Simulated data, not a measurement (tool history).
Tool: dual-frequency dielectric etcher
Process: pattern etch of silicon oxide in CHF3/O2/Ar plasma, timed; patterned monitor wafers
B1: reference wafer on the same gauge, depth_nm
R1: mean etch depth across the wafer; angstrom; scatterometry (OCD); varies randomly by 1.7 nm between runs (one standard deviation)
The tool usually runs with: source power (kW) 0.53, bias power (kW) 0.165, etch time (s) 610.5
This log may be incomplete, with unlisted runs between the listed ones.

Run 1, day 0: usual settings but bias power (kW) 0.195, etch time (s) 731; B1 1229. Result: R1 14339 angstrom.
Run 2, day 0.5: usual settings but bias power (kW) 0.195, etch time (s) 731; B1 1230.5. Result: R1 14354 angstrom.
Run 3, day 0.979: usual settings; B1 1230.4. Result: R1 11449 angstrom.
Run 4, day 1.5: usual settings but etch time (s) 659.5; B1 1230.2. Result: R1 12357 angstrom.
Run 5, day 2.092: usual settings but source power (kW) 0.56, etch time (s) 687.5; B1 1229.7. Result: R1 13091 angstrom.
Run 6, day 2.688: usual settings but source power (kW) 0.56, etch time (s) 687.5; B1 1229.6. Result: R1 13053 angstrom.
Run 7, day 3.179: usual settings but etch time (s) 693.5; B1 1230.1. Result: R1 12998 angstrom.
Run 8, day 3.579: usual settings; B1 1229.8. Result: R1 11423 angstrom.
Run 9, day 4.246: usual settings but source power (kW) 0.44; B1 1229.9. Result: R1 10828 angstrom.
Run 10, day 4.9: usual settings but source power (kW) 0.44; B1 1231.1. Result: R1 10823 angstrom.
Run 11, day 5.475: usual settings but bias power (kW) 0.151; B1 1230. Result: R1 11097 angstrom.
At day 5.596: gauge calibrated.
At day 6.679: bias power generator calibrated.
At day 6.938: upper electrode replaced.
Run 12, day 6.958: usual settings but etch time (s) 474.5; B1 1229.9. Result: R1 8856 angstrom.
Run 13, day 6.979: usual settings; B1 1230.3. Result: R1 11326 angstrom.
Run 14, day 7: usual settings; B1 1229.9. Result: R1 11366 angstrom.
Run 15, day 7.208: usual settings; B1 1230.4. Result: R1 11359 angstrom.
Run 16, day 7.588: usual settings but source power (kW) 0.44, bias power (kW) 0.178; B1 1229.2. Result: R1 10988 angstrom.

Predict the results of run 17:
Run 17, day 7.871: usual settings but source power (kW) 0.61; B1 ?. Result: R1 ?.

Run 17 produced B1 1230, R1 11818 angstrom.
With no hidden state in the tool, this same run would have given R1 12054 angstrom.
